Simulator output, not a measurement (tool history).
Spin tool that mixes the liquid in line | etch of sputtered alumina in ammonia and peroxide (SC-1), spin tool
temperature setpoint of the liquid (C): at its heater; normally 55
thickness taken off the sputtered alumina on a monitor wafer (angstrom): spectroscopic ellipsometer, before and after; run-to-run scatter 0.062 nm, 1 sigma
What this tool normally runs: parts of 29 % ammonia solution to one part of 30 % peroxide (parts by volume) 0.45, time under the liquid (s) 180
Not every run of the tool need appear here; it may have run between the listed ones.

run,hour,temperature setpoint of the liquid (C),parts of 29 % ammonia solution to one part of 30 % peroxide (parts by volume),time under the liquid (s),"read-back film thickness of the sputtered alumina reference wafer, read on the same gauge (nm)",thickness taken off the sputtered alumina on a monitor wafer (angstrom)
1,0,55,0.45,180,79.98,81.9
2,11.1,55,0.45,180,79.97,80.8
3,27,55,0.35,180,79.97,79.3
4,44.2,55,0.35,180,79.98,78.8
5,56.1,55,0.35,180,79.98,78.9
6,71.7,55,0.55,180,79.95,82.1
7,85.6,55,0.6,110,79.97,50.9
8,102.5,55,0.45,180,79.97,80.7
9,112.2,55,0.45,180,79.99,79.9
10,122.6,55,0.45,180,80.02,81.8
11,133.2,55,0.45,70,80.02,30.9
12,153.7,60.5,0.4,230,79.99,167.9
13,159.6,55,0.45,180,80,100.6
14,177.1,50.5,0.35,120,80.03,50.4
15,189,64.5,0.45,180,80.01,159.4
16,204.8,60.5,0.4,230,80.01,166.5
17,222.4,55,0.45,180,79.97,98.9
18,257.6,51,0.45,180,79.99,78.5
19,274.4,55,0.35,115,80,61.1
20,286.8,55,0.45,180,80.05,99.3
21,293.7,48,0.3,180,80.03,63.7
22,311.2,55,0.45,180,80.03,98.1
23,328.2,59,0.45,180,79.99,119
24,340.1,55,0.5,120,80.01,65.6

Missing from the log above: 5 entries noted between runs. For each, name the pair of listed runs it sits between and say how the tool's hidden condition differs from the listed run just before to the listed run just after:
From run 6 to run 7: gauge calibrated (hour 84.7)
  temperature lost on the way to the wafer (K): 3.91 -> 3.93
  what was measured, less what the result would be without the hidden state, thickness taken off the sputtered alumina on a monitor wafer (angstrom): -19.2 -> -12
From run 9 to run 10: thermometer replaced (hour 117.8)
  temperature lost on the way to the wafer (K): 3.96 -> 3.98
  what was measured, less what the result would be without the hidden state, thickness taken off the sputtered alumina on a monitor wafer (angstrom): -19 -> -19.6
From run 11 to run 12: new drum of ammonia solution connected (hour 152); heated supply line repaired (hour 153.2)
  temperature lost on the way to the wafer (K): 3.99 -> 0.137
  what was measured, less what the result would be without the hidden state, thickness taken off the sputtered alumina on a monitor wafer (angstrom): -7.5 -> -1.2
From run 16 to run 17: ammonia flow meter replaced (hour 221.4)
  temperature lost on the way to the wafer (K): 0.203 -> 0.226
  what was measured, less what the result would be without the hidden state, thickness taken off the sputtered alumina on a monitor wafer (angstrom): -1.7 -> -1.2
